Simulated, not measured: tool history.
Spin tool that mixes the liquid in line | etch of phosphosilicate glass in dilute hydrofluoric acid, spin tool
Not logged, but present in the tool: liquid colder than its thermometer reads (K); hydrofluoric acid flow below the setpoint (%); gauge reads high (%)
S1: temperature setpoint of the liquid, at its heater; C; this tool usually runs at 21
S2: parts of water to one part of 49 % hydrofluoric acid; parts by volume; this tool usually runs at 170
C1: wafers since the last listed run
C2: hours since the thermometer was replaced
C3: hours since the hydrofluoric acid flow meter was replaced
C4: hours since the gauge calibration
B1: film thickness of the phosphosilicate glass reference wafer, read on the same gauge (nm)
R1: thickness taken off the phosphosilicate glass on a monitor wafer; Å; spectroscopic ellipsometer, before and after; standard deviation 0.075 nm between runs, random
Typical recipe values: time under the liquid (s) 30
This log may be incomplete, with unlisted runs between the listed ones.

run 1 hour=0 | S1=21 S2=170 time_under_the_liquid_(s)=30 | C1=0 C2=1378.7 C3=477.4 C4=50.1 | B1=29.99 | R1=82.8
run 2 hour=6.2 | S1=21 S2=170 time_under_the_liquid_(s)=30 | C1=67 C2=1384.9 C3=483.6 C4=56.3 | B1=29.99 | R1=82.8
run 3 hour=22.2 | S1=21 S2=170 time_under_the_liquid_(s)=30 | C1=173 C2=1400.9 C3=499.6 C4=72.3 | B1=29.99 | R1=81.5
run 4 hour=49.9 | S1=21 S2=115 time_under_the_liquid_(s)=30 | C1=301 C2=1428.6 C3=527.3 C4=100 | B1=30.02 | R1=128.3
run 5 hour=66.8 | S1=21 S2=115 time_under_the_liquid_(s)=30 | C1=183 C2=1445.5 C3=544.2 C4=116.9 | B1=30 | R1=127.8
run 6 hour=112.6 | S1=21 S2=115 time_under_the_liquid_(s)=30 | C1=497 C2=1491.3 C3=590 C4=162.7 | B1=29.98 | R1=126.4
-- hour=113.4 gauge calibrated
-- hour=121 hydrofluoric acid flow meter replaced
run 7 hour=124 | S1=21 S2=170 time_under_the_liquid_(s)=30 | C1=113 C2=1502.7 C3=3 C4=10.6 | B1=30.03 | R1=92.6
run 8 hour=130.6 | S1=21 S2=170 time_under_the_liquid_(s)=30 | C1=71 C2=1509.3 C3=9.6 C4=17.2 | B1=30.01 | R1=92.2
-- hour=135.2 thermometer replaced
run 9 hour=137.7 | S1=21 S2=170 time_under_the_liquid_(s)=30 | C1=66 C2=2.5 C3=16.7 C4=24.3 | B1=29.99 | R1=92.3
run 10 hour=154.9 | S1=18.5 S2=205 time_under_the_liquid_(s)=35 | C1=186 C2=19.7 C3=33.9 C4=41.5 | B1=30 | R1=77
run 11 hour=167.6 | S1=17.5 S2=225 time_under_the_liquid_(s)=30 | C1=138 C2=32.4 C3=46.6 C4=54.2 | B1=30.03 | R1=56.7
run 12 hour=179 | S1=21 S2=170 time_under_the_liquid_(s)=30 | C1=123 C2=43.8 C3=58 C4=65.6 | B1=30 | R1=91.8
run 13 hour=188.2 | S1=19.5 S2=85 time_under_the_liquid_(s)=30 | C1=100 C2=53 C3=67.2 C4=74.8 | B1=30.02 | R1=188.4
run 14 hour=197.8 | S1=24 S2=125 time_under_the_liquid_(s)=30 | C1=104 C2=62.6 C3=76.8 C4=84.4 | B1=29.98 | R1=146.7
run 15 hour=215.7 | S1=17 S2=170 time_under_the_liquid_(s)=45 | C1=194 C2=80.5 C3=94.7 C4=102.3 | B1=29.98 | R1=117.7

Estimate the outcome of run 16 from the log above:
run 16 hour=222 | S1=21 S2=200 time_under_the_liquid_(s)=40 | C1=68 C2=86.8 C3=101 C4=108.6 | B1=? | R1=?

Run 16 yielded B1 30.03, R1 98.8 Å.
On a tool with no hidden condition, and with the same random variation, this run would have come out at R1 102.3 Å.
